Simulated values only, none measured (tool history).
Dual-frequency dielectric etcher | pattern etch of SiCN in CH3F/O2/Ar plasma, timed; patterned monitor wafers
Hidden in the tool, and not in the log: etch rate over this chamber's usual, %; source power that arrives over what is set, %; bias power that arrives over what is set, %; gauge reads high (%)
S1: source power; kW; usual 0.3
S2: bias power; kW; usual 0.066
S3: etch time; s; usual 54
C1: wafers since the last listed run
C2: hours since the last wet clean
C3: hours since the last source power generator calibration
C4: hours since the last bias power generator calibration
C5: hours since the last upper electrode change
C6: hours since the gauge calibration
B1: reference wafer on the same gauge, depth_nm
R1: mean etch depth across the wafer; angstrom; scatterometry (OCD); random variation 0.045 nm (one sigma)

| run | hour | S1 | S2 | S3 | C1 | C2 | C3 | C4 | C5 | C6 | B1 | R1 |
|---|---|---|---|---|---|---|---|---|---|---|---|---|
| 1 | 0 | 0.24 | 0.066 | 54 | 0 | 31.1 | 4184.1 | 2261.7 | 3913.2 | 1131.4 | 17.3 | 152.5 |
| 2 | 66.2 | 0.3 | 0.066 | 63.5 | 1016 | 97.3 | 4250.3 | 2327.9 | 3979.4 | 1197.6 | 17.3 | 195.6 |
| 3 | 102.1 | 0.3 | 0.066 | 63.5 | 551 | 133.2 | 4286.2 | 2363.8 | 4015.3 | 1233.5 | 17.3 | 196.3 |
| 4 | 150.9 | 0.3 | 0.066 | 63.5 | 749 | 182 | 4335 | 2412.6 | 4064.1 | 1282.3 | 17.3 | 195.4 |
| 5 | 181.1 | 0.3 | 0.066 | 66.5 | 463 | 212.2 | 4365.2 | 2442.8 | 4094.3 | 1312.5 | 17.3 | 203.2 |
| 6 | 251.2 | 0.3 | 0.066 | 66.5 | 1076 | 282.3 | 4435.3 | 2512.9 | 4164.4 | 1382.6 | 17.3 | 204.7 |
|  | 292.3 | bias power generator calibrated |
| 7 | 316.6 | 0.3 | 0.066 | 54 | 943 | 347.7 | 4500.7 | 24.3 | 4229.8 | 1448 | 17.3 | 162.8 |
|  | 387.2 | wet clean of the chamber |
| 8 | 387.7 | 0.3 | 0.066 | 54 | 723 | 0.5 | 4571.8 | 95.4 | 4300.9 | 1519.1 | 17.3 | 163.7 |
| 9 | 420.4 | 0.3 | 0.066 | 62 | 502 | 33.2 | 4604.5 | 128.1 | 4333.6 | 1551.8 | 17.3 | 186.9 |
| 10 | 445.1 | 0.3 | 0.066 | 62 | 379 | 57.9 | 4629.2 | 152.8 | 4358.3 | 1576.5 | 17.3 | 187.4 |
| 11 | 502.3 | 0.3 | 0.066 | 62 | 878 | 115.1 | 4686.4 | 210 | 4415.5 | 1633.7 | 17.3 | 186.2 |
| 12 | 546.5 | 0.3 | 0.066 | 54 | 678 | 159.3 | 4730.6 | 254.2 | 4459.7 | 1677.9 | 17.3 | 164 |
| 13 | 574.5 | 0.3 | 0.08 | 39 | 430 | 187.3 | 4758.6 | 282.2 | 4487.7 | 1705.9 | 17.3 | 127.9 |
| 14 | 615.2 | 0.34 | 0.056 | 63.5 | 625 | 228 | 4799.3 | 322.9 | 4528.4 | 1746.6 | 17.31 | 189.5 |
| 15 | 657.4 | 0.3 | 0.066 | 54 | 648 | 270.2 | 4841.5 | 365.1 | 4570.6 | 1788.8 | 17.29 | 163.6 |
|  | 708.1 | gauge calibrated |
|  | 729.9 | source power generator calibrated |
| 16 | 730.4 | 0.3 | 0.066 | 54 | 1059 | 343.2 | 0.5 | 438.1 | 4643.6 | 22.3 | 17.3 | 164.5 |
| 17 | 797.7 | 0.33 | 0.078 | 54 | 1033 | 410.5 | 67.8 | 505.4 | 4710.9 | 89.6 | 17.3 | 182.6 |
|  | 854.9 | wet clean of the chamber |
| 18 | 863.2 | 0.37 | 0.066 | 50 | 637 | 8.3 | 133.3 | 570.9 | 4776.4 | 155.1 | 17.3 | 165.7 |
| 19 | 926.8 | 0.25 | 0.051 | 47 | 976 | 71.9 | 196.9 | 634.5 | 4840 | 218.7 | 17.3 | 119.2 |
|  | 976.5 | upper electrode replaced |
| 20 | 980.7 | 0.37 | 0.066 | 50 | 459 | 125.8 | 250.8 | 688.4 | 4.2 | 272.6 | 17.31 | 164.9 |
| 21 | 1011.4 | 0.37 | 0.066 | 59 | 471 | 156.5 | 281.5 | 719.1 | 34.9 | 303.3 | 17.29 | 195.7 |
| 22 | 1062.3 | 0.32 | 0.075 | 54 | 781 | 207.4 | 332.4 | 770 | 85.8 | 354.2 | 17.3 | 177.5 |
| 23 | 1115.3 | 0.23 | 0.066 | 68 | 814 | 260.4 | 385.4 | 823 | 138.8 | 407.2 | 17.3 | 186.4 |
| 24 | 1184.9 | 0.23 | 0.057 | 48 | 1069 | 330 | 455 | 892.6 | 208.4 | 476.8 | 17.3 | 123.3 |
| 25 | 1223.6 | 0.3 | 0.076 | 40.5 | 594 | 368.7 | 493.7 | 931.3 | 247.1 | 515.5 | 17.3 | 131.3 |
| 26 | 1281.8 | 0.3 | 0.066 | 54 | 893 | 426.9 | 551.9 | 989.5 | 305.3 | 573.7 | 17.3 | 164.7 |
|  | 1330.5 | wet clean of the chamber |
| 27 | 1343.8 | 0.3 | 0.066 | 54 | 583 | 13.3 | 613.9 | 1051.5 | 367.3 | 635.7 | 17.29 | 165.5 |
| 28 | 1371.7 | 0.3 | 0.066 | 54 | 428 | 41.2 | 641.8 | 1079.4 | 395.2 | 663.6 | 17.3 | 165.1 |
| 29 | 1431.2 | 0.37 | 0.066 | 54 | 913 | 100.7 | 701.3 | 1138.9 | 454.7 | 723.1 | 17.29 | 179.8 |
| 30 | 1457.7 | 0.37 | 0.066 | 50 | 407 | 127.2 | 727.8 | 1165.4 | 481.2 | 749.6 | 17.3 | 165.4 |
| 31 | 1508 | 0.33 | 0.066 | 40 | 772 | 177.5 | 778.1 | 1215.7 | 531.5 | 799.9 | 17.31 | 126.8 |

3 ways to go on from here, each from the tool as it stands after run 31. What would each give?
| A | 1508.4 | 0.3 | 0.066 | 54 | 6 | 177.9 | 778.5 | 1216.1 | 531.9 | 800.3 | ? | ? |
| B | 1508.4 | 0.23 | 0.066 | 62.5 | 6 | 177.9 | 778.5 | 1216.1 | 531.9 | 800.3 | ? | ? |
| C | 1508.4 | 0.33 | 0.051 | 54 | 6 | 177.9 | 778.5 | 1216.1 | 531.9 | 800.3 | ? | ? |

| run | B1 | R1 |
|---|---|---|
| A | 17.3 | 165.1 |
| B | 17.3 | 171.8 |
| C | 17.3 | 154.4 |
Without the tool's hidden state the same runs would have given:
| run | R1 |
|---|---|
| A | 162.8 |
| B | 169.3 |
| C | 152.4 |

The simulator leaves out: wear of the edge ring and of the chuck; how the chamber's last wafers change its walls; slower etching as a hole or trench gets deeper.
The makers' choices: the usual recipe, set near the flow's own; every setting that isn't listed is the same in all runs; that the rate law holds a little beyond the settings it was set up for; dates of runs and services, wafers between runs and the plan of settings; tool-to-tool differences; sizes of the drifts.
